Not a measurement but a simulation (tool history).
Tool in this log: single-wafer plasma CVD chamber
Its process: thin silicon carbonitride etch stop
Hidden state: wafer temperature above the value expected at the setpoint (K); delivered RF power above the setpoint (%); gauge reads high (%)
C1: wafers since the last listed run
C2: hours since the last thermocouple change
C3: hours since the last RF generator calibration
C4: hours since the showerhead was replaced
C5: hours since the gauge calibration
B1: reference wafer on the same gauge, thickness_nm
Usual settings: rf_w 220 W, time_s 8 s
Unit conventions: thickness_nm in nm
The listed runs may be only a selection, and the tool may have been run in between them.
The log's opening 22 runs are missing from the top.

At hour 579.7: RF generator calibrated.
Run 23, hour 592.8: usual settings but rf_w 260 W, time_s 6.69 s; C1 797; C2 290.5; C3 13.1; C4 306.6; C5 93.9; B1 5.329. Result: thickness_nm 4.033 nm.
Run 24, hour 613.6: usual settings but rf_w 255 W, time_s 8.99 s; C1 771; C2 311.3; C3 33.9; C4 327.4; C5 114.7; B1 5.33. Result: thickness_nm 5.415 nm.
Run 25, hour 628.2: usual settings; C1 541; C2 325.9; C3 48.5; C4 342; C5 129.3; B1 5.317. Result: thickness_nm 4.657 nm.
Run 26, hour 663.5: usual settings but rf_w 255 W, time_s 6.53 s; C1 1309; C2 361.2; C3 83.8; C4 377.3; C5 164.6; B1 5.332. Result: thickness_nm 3.908 nm.
Run 27, hour 679.4: usual settings but rf_w 245 W, time_s 8.84 s; C1 589; C2 377.1; C3 99.7; C4 393.2; C5 180.5; B1 5.323. Result: thickness_nm 5.291 nm.
Run 28, hour 691.5: usual settings but rf_w 200 W, time_s 9.12 s; C1 448; C2 389.2; C3 111.8; C4 405.3; C5 192.6; B1 5.303. Result: thickness_nm 5.216 nm.
Run 29, hour 718.3: usual settings; C1 994; C2 416; C3 138.6; C4 432.1; C5 219.4; B1 5.31. Result: thickness_nm 4.638 nm.
Run 30, hour 735.1: usual settings but rf_w 265 W, time_s 8.68 s; C1 623; C2 432.8; C3 155.4; C4 448.9; C5 236.2; B1 5.308. Result: thickness_nm 5.231 nm.

3 ways to go on from here, each from the tool as it stands after run 30. What would each give?
Run A, hour 735.5: usual settings; C1 14; C2 433.2; C3 155.8; C4 449.3; C5 236.6; B1 ?. Result: thickness_nm ?.
Run B, hour 735.5: usual settings but rf_w 190 W, time_s 8.7 s; C1 14; C2 433.2; C3 155.8; C4 449.3; C5 236.6; B1 ?. Result: thickness_nm ?.
Run C, hour 735.5: usual settings but time_s 9.24 s; C1 14; C2 433.2; C3 155.8; C4 449.3; C5 236.6; B1 ?. Result: thickness_nm ?.

run     B1  thickness_nm
  A  5.308         4.617
  B  5.308         4.872
  C  5.308         5.332
Without the tool's unlogged condition, the same runs would have read:
run  thickness_nm
  A          4.68
  B         4.939
  C         5.406
